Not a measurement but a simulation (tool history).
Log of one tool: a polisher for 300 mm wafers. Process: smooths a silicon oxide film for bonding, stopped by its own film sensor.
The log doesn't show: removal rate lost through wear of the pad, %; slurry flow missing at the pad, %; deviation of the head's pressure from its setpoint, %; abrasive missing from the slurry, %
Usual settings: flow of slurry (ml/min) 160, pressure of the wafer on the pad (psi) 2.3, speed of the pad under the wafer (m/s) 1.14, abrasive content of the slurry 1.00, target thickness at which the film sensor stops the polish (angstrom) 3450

run,day,flow of slurry (ml/min),pressure of the wafer on the pad (psi),speed of the pad under the wafer (m/s),abrasive content of the slurry,target thickness at which the film sensor stops the polish (angstrom),wafers since the last listed run,wafers polished on this pad,hours since the slurry nozzle was cleaned,hours since the head pressure was calibrated,hours since the slurry blender was calibrated,"incoming thickness of the incoming film, nm",time until the film sensor stopped the polish (s)
1,0.000,160,2.3,1.14,1.00,3450,0,84,247.7,1036.0,124.5,413.8,81.5
# day 0.400: slurry blender recalibrated
2,0.421,160,2.3,1.14,1.00,3450,94,178,257.8,1046.1,0.5,410.9,77.6
3,1.096,160,2.3,1.14,1.00,3450,188,366,274.0,1062.3,16.7,401.9,69.2
# day 1.550: worn pad replaced by a new one
4,1.817,160,2.3,1.14,1.00,3450,154,74,291.3,1079.6,34.0,404.9,72.6
5,2.271,195,2.3,1.14,1.00,3450,126,201,302.2,1090.5,44.9,413.4,81.2
6,2.575,195,2.3,1.14,1.00,3450,84,286,309.5,1097.8,52.2,416.3,84.1
# day 3.458: worn pad replaced by a new one
# day 3.700: head pressure recalibrated
7,3.900,195,2.3,1.14,1.00,3450,299,100,341.3,4.8,84.0,417.1,84.2
# day 4.162: slurry nozzle cleaned
8,4.471,145,1.6,1.14,0.75,3270,147,247,7.4,18.5,97.7,411.8,161.4
9,4.725,160,1.9,1.14,1.00,3670,70,318,13.5,24.6,103.8,418.6,74.0
10,5.083,160,2.3,1.14,1.00,3450,99,418,22.1,33.2,112.4,409.6,77.2
# day 5.421: worn pad replaced by a new one
11,5.658,160,2.3,0.78,1.00,3450,113,66,35.9,47.0,126.2,406.7,99.2
# day 5.929: slurry blender recalibrated
12,6.204,145,2.3,1.14,1.00,3380,129,195,49.0,60.1,6.6,408.4,85.1
13,6.604,175,2.9,1.14,1.00,3560,111,306,58.6,69.7,16.2,412.6,53.4
14,7.162,160,2.3,1.14,1.00,3270,155,462,72.0,83.1,29.6,411.4,100.7
# day 7.408: worn pad replaced by a new one
15,7.783,160,2.3,0.78,1.00,3450,126,104,86.9,98.0,44.5,405.5,100.7

4 ways to go on from here, each from the tool as it stands after run 15. What would each give?
A,7.800,160,1.7,1.14,1.00,3450,4,108,87.3,98.4,44.9,409.7,?
B,7.800,160,2.3,1.14,1.00,3600,4,108,87.3,98.4,44.9,409.7,?
C,7.800,145,2.3,1.14,0.70,3450,4,108,87.3,98.4,44.9,409.7,?
D,7.800,160,2.3,1.14,1.25,3450,4,108,87.3,98.4,44.9,409.7,?

run,time until the film sensor stopped the polish (s)
A,100.8
B,58.0
C,86.5
D,70.2
Without the tool's hidden state the same runs would have given:
run,time until the film sensor stopped the polish (s)
A,100.8
B,58.0
C,86.5
D,70.2
